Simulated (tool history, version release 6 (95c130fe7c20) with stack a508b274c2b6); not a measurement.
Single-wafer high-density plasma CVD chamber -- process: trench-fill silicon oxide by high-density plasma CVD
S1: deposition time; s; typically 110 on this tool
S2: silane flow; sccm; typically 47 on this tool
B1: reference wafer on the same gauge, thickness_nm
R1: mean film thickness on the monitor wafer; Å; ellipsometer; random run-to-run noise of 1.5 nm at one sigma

{"run": 1, "hour": 0.0, "S1": 110, "S2": 47, "B1": 597.154, "R1": 5450.16}
{"run": 2, "hour": 13.5, "S1": 110, "S2": 52, "B1": 597.4, "R1": 6060.11}
{"run": 3, "hour": 28.5, "S1": 103, "S2": 52, "B1": 596.989, "R1": 5657.69}
{"run": 4, "hour": 44.6, "S1": 110, "S2": 47, "B1": 597.181, "R1": 5438.34}
{"run": 5, "hour": 61.4, "S1": 110, "S2": 47, "B1": 596.715, "R1": 5482.07}
{"run": 6, "hour": 68.8, "S1": 110, "S2": 47, "B1": 597.235, "R1": 5469.28}
{"run": 7, "hour": 77.3, "S1": 110, "S2": 47, "B1": 597.189, "R1": 5457.74}
{"run": 8, "hour": 87.6, "S1": 110, "S2": 47, "B1": 596.93, "R1": 5445.75}
{"run": 9, "hour": 102.8, "S1": 110, "S2": 47, "B1": 597.067, "R1": 5469.11}
{"run": 10, "hour": 119.8, "S1": 110, "S2": 43, "B1": 596.955, "R1": 5002.18}
{"run": 11, "hour": 153.2, "S1": 110, "S2": 49, "B1": 597.056, "R1": 5728.96}
{"run": 12, "hour": 167.3, "S1": 110, "S2": 49, "B1": 597.165, "R1": 5703.83}
{"run": 13, "hour": 178.3, "S1": 110, "S2": 47, "B1": 597.077, "R1": 5448.67}
{"hour": 216.5, "done": "gauge calibrated"}
{"run": 14, "hour": 218.7, "S1": 110, "S2": 47, "B1": 597.033, "R1": 5446.7}
{"run": 15, "hour": 233.2, "S1": 110, "S2": 47, "B1": 596.451, "R1": 5456.82}
{"run": 16, "hour": 246.4, "S1": 122, "S2": 51, "B1": 597.068, "R1": 6531.9}
{"run": 17, "hour": 258.3, "S1": 110, "S2": 47, "B1": 597.118, "R1": 5469.9}
{"run": 18, "hour": 273.7, "S1": 110, "S2": 47, "B1": 596.855, "R1": 5462.71}
{"run": 19, "hour": 282.1, "S1": 101, "S2": 51, "B1": 597.053, "R1": 5443.42}
{"run": 20, "hour": 297.6, "S1": 110, "S2": 47, "B1": 596.796, "R1": 5466.4}
{"run": 21, "hour": 317.9, "S1": 110, "S2": 47, "B1": 596.659, "R1": 5461.19}
{"run": 22, "hour": 329.7, "S1": 110, "S2": 47, "B1": 596.675, "R1": 5453.02}
{"run": 23, "hour": 341.3, "S1": 121, "S2": 51, "B1": 597.265, "R1": 6480.8}
{"hour": 355.5, "done": "silane flow controller replaced"}
{"run": 24, "hour": 356.0, "S1": 129, "S2": 52, "B1": 597.084, "R1": 7065.78}
{"run": 25, "hour": 357.8, "S1": 110, "S2": 49, "B1": 597.165, "R1": 5711.9}
{"run": 26, "hour": 364.6, "S1": 94, "S2": 39, "B1": 597.206, "R1": 3872.93}
{"run": 27, "hour": 379.5, "S1": 92, "S2": 53, "B1": 597.078, "R1": 5143.66}
{"run": 28, "hour": 392.5, "S1": 110, "S2": 45, "B1": 596.961, "R1": 5212.47}
{"run": 29, "hour": 403.7, "S1": 110, "S2": 47, "B1": 597.092, "R1": 5463.66}
{"run": 30, "hour": 410.4, "S1": 131, "S2": 53, "B1": 596.45, "R1": 7317.76}
{"run": 31, "hour": 423.0, "S1": 110, "S2": 51, "B1": 597.715, "R1": 5937.49}
{"run": 32, "hour": 438.3, "S1": 110, "S2": 47, "B1": 596.892, "R1": 5454.06}
{"run": 33, "hour": 455.7, "S1": 110, "S2": 47, "B1": 597.072, "R1": 5462.68}
{"run": 34, "hour": 469.2, "S1": 121, "S2": 43, "B1": 596.773, "R1": 5496.15}
{"run": 35, "hour": 479.0, "S1": 128, "S2": 47, "B1": 596.762, "R1": 6350.77}
{"run": 36, "hour": 493.7, "S1": 122, "S2": 51, "B1": 596.64, "R1": 6561.55}
{"run": 37, "hour": 507.9, "S1": 110, "S2": 52, "B1": 596.74, "R1": 6014.83}
{"run": 38, "hour": 514.5, "S1": 130, "S2": 51, "B1": 596.929, "R1": 6984.21}

For run 39, what comes out?
{"run": 39, "hour": 522.4, "S1": 96, "S2": 54, "B1": "?", "R1": "?"}

{"run 39": {"B1": 596.829, "R1": 5466.72}}
With no hidden state in the tool, this same run would have given R1 5466.72 Å.

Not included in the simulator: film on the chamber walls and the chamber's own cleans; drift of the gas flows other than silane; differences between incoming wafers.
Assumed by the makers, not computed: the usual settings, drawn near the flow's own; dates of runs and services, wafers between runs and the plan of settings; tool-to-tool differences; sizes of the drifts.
